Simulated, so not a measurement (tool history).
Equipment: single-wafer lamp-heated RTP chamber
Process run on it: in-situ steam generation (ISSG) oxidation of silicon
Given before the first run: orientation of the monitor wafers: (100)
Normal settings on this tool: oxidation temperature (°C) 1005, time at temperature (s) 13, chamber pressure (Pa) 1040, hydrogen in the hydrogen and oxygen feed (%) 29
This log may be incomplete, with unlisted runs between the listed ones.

run	day	oxidation temperature (°C)	time at temperature (s)	chamber pressure (Pa)	hydrogen in the hydrogen and oxygen feed (%)	read-back reference wafer on the same gauge, thickness	oxide thickness on the monitor wafer (Å)
1	0	1019	13	920	29	3.82	43.74
2	1.354	1005	13	1040	29	3.819	41.08
# day 2.042: pressure gauge zeroed
# day 2.712: pyrometer window cleaned and pyrometer calibrated
3	2.733	1005	13	1040	29	3.821	41.52
4	3.912	1005	13	1040	29	3.819	41.42
5	5.308	1005	11	1040	29	3.82	38.5
6	6.133	1005	13	1040	29	3.822	41.31
7	7.417	1005	13	1040	29	3.818	41.19
8	8.104	1005	13	1040	29	3.821	41.26
9	8.979	1005	13	1040	25	3.82	39.76
10	13.2	1005	13	1040	29	3.819	41.59
11	13.788	996	13	1240	25	3.819	37.82
12	14.688	1012	11	1040	29	3.819	39.71
13	16.112	1005	13	1040	29	3.821	41.33
# day 16.146: gauge calibrated
14	16.788	1005	13	1040	29	3.823	41.22
15	17.292	1012	13	1200	29	3.818	42
16	18.142	1005	13	1040	29	3.818	41.52
# day 18.892: hydrogen flow controller replaced
17	18.912	1000	13	960	29	3.82	40.65
# day 19.938: pyrometer window cleaned and pyrometer calibrated
18	20.083	988	17	973	29	3.821	43.42
19	21.346	1022	13	1160	32	3.82	45.19
20	24.654	1005	13	1133	29	3.819	41.07
21	25.667	1005	13	1040	26	3.819	40.21
22	26.846	1005	13	1040	29	3.822	41.59
23	27.8	990	13	1040	29	3.82	39.45
24	28.775	1005	13	1040	25	3.82	39.69
25	29.671	1017	11	1213	24	3.822	37.75
26	31.154	992	15	920	22	3.817	38.89
27	32.075	1005	13	1040	29	3.819	41.26
28	33.433	1005	10	1040	32	3.821	38.19
29	33.988	1005	13	1227	29	3.821	40.8
30	35.192	1005	13	1040	29	3.823	41.27
31	36.017	1005	13	920	23	3.821	38.53

The tool's hidden state at each run:
true wafer temperature minus pyrometer reading, K: 0 in every run
true pressure minus gauge reading, Torr: 0 in every run
deviation of the hydrogen flow from its setpoint, %: 0 in every run
gauge reads high (%): 0 in every run

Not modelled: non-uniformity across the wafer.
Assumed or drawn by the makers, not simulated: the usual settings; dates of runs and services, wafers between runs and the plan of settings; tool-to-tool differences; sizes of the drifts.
